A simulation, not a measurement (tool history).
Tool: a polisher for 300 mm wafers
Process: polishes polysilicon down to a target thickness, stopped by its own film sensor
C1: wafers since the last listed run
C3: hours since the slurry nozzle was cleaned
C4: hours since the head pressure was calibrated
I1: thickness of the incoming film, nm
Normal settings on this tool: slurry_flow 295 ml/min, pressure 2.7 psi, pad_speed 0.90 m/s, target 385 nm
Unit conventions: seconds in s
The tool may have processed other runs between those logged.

{"run": 1, "hour": 0.0, "slurry_flow": 295, "pressure": 3.2, "pad_speed": 0.9, "target": 385, "C1": 0, "wafers polished on this pad": 370, "C3": 507.2, "C4": 1052.7, "I1": 884.0, "seconds": 51.7}
{"run": 2, "hour": 12.8, "slurry_flow": 325, "pressure": 2.7, "pad_speed": 0.9, "target": 511, "C1": 131, "wafers polished on this pad": 502, "C3": 520.0, "C4": 1065.5, "I1": 890.4, "seconds": 47.0}
{"run": 3, "hour": 30.0, "slurry_flow": 325, "pressure": 2.7, "pad_speed": 0.9, "target": 511, "C1": 177, "wafers polished on this pad": 679, "C3": 537.2, "C4": 1082.7, "I1": 889.6, "seconds": 48.3}
{"hour": 38.5, "done": "worn pad replaced by a new one"}
{"run": 4, "hour": 47.5, "slurry_flow": 325, "pressure": 2.7, "pad_speed": 0.9, "target": 511, "C1": 139, "wafers polished on this pad": 92, "C3": 554.7, "C4": 1100.2, "I1": 888.4, "seconds": 44.9}
{"run": 5, "hour": 60.1, "slurry_flow": 295, "pressure": 2.7, "pad_speed": 0.9, "target": 385, "C1": 129, "wafers polished on this pad": 222, "C3": 567.3, "C4": 1112.8, "I1": 892.7, "seconds": 61.7}
{"run": 6, "hour": 69.2, "slurry_flow": 295, "pressure": 2.7, "pad_speed": 0.9, "target": 385, "C1": 93, "wafers polished on this pad": 315, "C3": 576.4, "C4": 1121.9, "I1": 899.6, "seconds": 62.7}
{"run": 7, "hour": 79.1, "slurry_flow": 380, "pressure": 2.7, "pad_speed": 0.9, "target": 385, "C1": 102, "wafers polished on this pad": 418, "C3": 586.3, "C4": 1131.8, "I1": 896.5, "seconds": 61.9}
{"run": 8, "hour": 85.1, "slurry_flow": 215, "pressure": 2.7, "pad_speed": 0.9, "target": 385, "C1": 61, "wafers polished on this pad": 479, "C3": 592.3, "C4": 1137.8, "I1": 899.7, "seconds": 65.2}
{"run": 9, "hour": 101.9, "slurry_flow": 215, "pressure": 2.7, "pad_speed": 0.9, "target": 385, "C1": 173, "wafers polished on this pad": 652, "C3": 609.1, "C4": 1154.6, "I1": 875.9, "seconds": 63.9}
{"hour": 109.2, "done": "worn pad replaced by a new one"}
{"run": 10, "hour": 118.3, "slurry_flow": 295, "pressure": 2.7, "pad_speed": 0.9, "target": 385, "C1": 127, "wafers polished on this pad": 93, "C3": 625.5, "C4": 1171.0, "I1": 884.4, "seconds": 59.2}
{"run": 11, "hour": 132.2, "slurry_flow": 335, "pressure": 2.7, "pad_speed": 0.9, "target": 385, "C1": 143, "wafers polished on this pad": 237, "C3": 639.4, "C4": 1184.9, "I1": 905.1, "seconds": 62.1}
{"run": 12, "hour": 145.6, "slurry_flow": 295, "pressure": 2.7, "pad_speed": 0.9, "target": 487, "C1": 138, "wafers polished on this pad": 375, "C3": 652.8, "C4": 1198.3, "I1": 889.7, "seconds": 49.4}
{"hour": 154.5, "done": "slurry nozzle cleaned"}
{"run": 13, "hour": 160.9, "slurry_flow": 380, "pressure": 2.7, "pad_speed": 0.9, "target": 385, "C1": 147, "wafers polished on this pad": 522, "C3": 6.4, "C4": 1213.6, "I1": 883.8, "seconds": 60.9}
{"hour": 170.5, "done": "worn pad replaced by a new one"}
{"run": 14, "hour": 204.4, "slurry_flow": 240, "pressure": 3.1, "pad_speed": 0.9, "target": 505, "C1": 407, "wafers polished on this pad": 349, "C3": 49.9, "C4": 1257.1, "I1": 896.8, "seconds": 41.9}
{"run": 15, "hour": 211.2, "slurry_flow": 295, "pressure": 2.7, "pad_speed": 1.16, "target": 385, "C1": 70, "wafers polished on this pad": 419, "C3": 56.7, "C4": 1263.9, "I1": 892.6, "seconds": 48.8}
{"run": 16, "hour": 226.8, "slurry_flow": 295, "pressure": 2.2, "pad_speed": 0.9, "target": 323, "C1": 160, "wafers polished on this pad": 580, "C3": 72.3, "C4": 1279.5, "I1": 873.0, "seconds": 83.6}
{"hour": 236.9, "done": "worn pad replaced by a new one"}
{"run": 17, "hour": 237.4, "slurry_flow": 295, "pressure": 3.1, "pad_speed": 1.2, "target": 385, "C1": 68, "wafers polished on this pad": 4, "C3": 82.9, "C4": 1290.1, "I1": 881.4, "seconds": 38.3}
{"hour": 250.4, "done": "head pressure recalibrated"}
{"run": 18, "hour": 274.1, "slurry_flow": 295, "pressure": 2.7, "pad_speed": 1.12, "target": 495, "C1": 357, "wafers polished on this pad": 362, "C3": 119.6, "C4": 23.7, "I1": 875.3, "seconds": 41.0}
{"run": 19, "hour": 286.7, "slurry_flow": 245, "pressure": 3.1, "pad_speed": 0.9, "target": 298, "C1": 129, "wafers polished on this pad": 492, "C3": 132.2, "C4": 36.3, "I1": 881.3, "seconds": 70.6}
{"run": 20, "hour": 303.2, "slurry_flow": 295, "pressure": 2.7, "pad_speed": 0.9, "target": 385, "C1": 170, "wafers polished on this pad": 662, "C3": 148.7, "C4": 52.8, "I1": 908.9, "seconds": 72.3}
{"hour": 309.7, "done": "worn pad replaced by a new one"}
{"run": 21, "hour": 319.0, "slurry_flow": 295, "pressure": 2.7, "pad_speed": 0.6, "target": 454, "C1": 121, "wafers polished on this pad": 96, "C3": 164.5, "C4": 68.6, "I1": 891.5, "seconds": 84.4}
{"run": 22, "hour": 332.2, "slurry_flow": 295, "pressure": 2.7, "pad_speed": 0.9, "target": 385, "C1": 136, "wafers polished on this pad": 232, "C3": 177.7, "C4": 81.8, "I1": 893.9, "seconds": 66.3}

5 ways to go on from here, each from the tool as it stands after run 22. What would each give?
{"run": "A", "hour": 332.6, "slurry_flow": 295, "pressure": 2.7, "pad_speed": 0.78, "target": 385, "C1": 4, "wafers polished on this pad": 236, "C3": 178.1, "C4": 82.2, "I1": 890.0, "seconds": "?"}
{"run": "B", "hour": 332.6, "slurry_flow": 335, "pressure": 2.0, "pad_speed": 0.9, "target": 385, "C1": 4, "wafers polished on this pad": 236, "C3": 178.1, "C4": 82.2, "I1": 890.0, "seconds": "?"}
{"run": "C", "hour": 332.6, "slurry_flow": 295, "pressure": 2.7, "pad_speed": 0.9, "target": 277, "C1": 4, "wafers polished on this pad": 236, "C3": 178.1, "C4": 82.2, "I1": 890.0, "seconds": "?"}
{"run": "D", "hour": 332.6, "slurry_flow": 295, "pressure": 2.7, "pad_speed": 1.02, "target": 385, "C1": 4, "wafers polished on this pad": 236, "C3": 178.1, "C4": 82.2, "I1": 890.0, "seconds": "?"}
{"run": "E", "hour": 332.6, "slurry_flow": 355, "pressure": 2.7, "pad_speed": 0.9, "target": 385, "C1": 4, "wafers polished on this pad": 236, "C3": 178.1, "C4": 82.2, "I1": 890.0, "seconds": "?"}

run=A seconds=76.1
run=B seconds=88.3
run=C seconds=80.1
run=D seconds=58.2
run=E seconds=65.2
The same runs, with their run-to-run variation unchanged, on a tool lacking any hidden condition would have given:
run=A seconds=74.8
run=B seconds=86.8
run=C seconds=78.7
run=D seconds=57.2
run=E seconds=64.1

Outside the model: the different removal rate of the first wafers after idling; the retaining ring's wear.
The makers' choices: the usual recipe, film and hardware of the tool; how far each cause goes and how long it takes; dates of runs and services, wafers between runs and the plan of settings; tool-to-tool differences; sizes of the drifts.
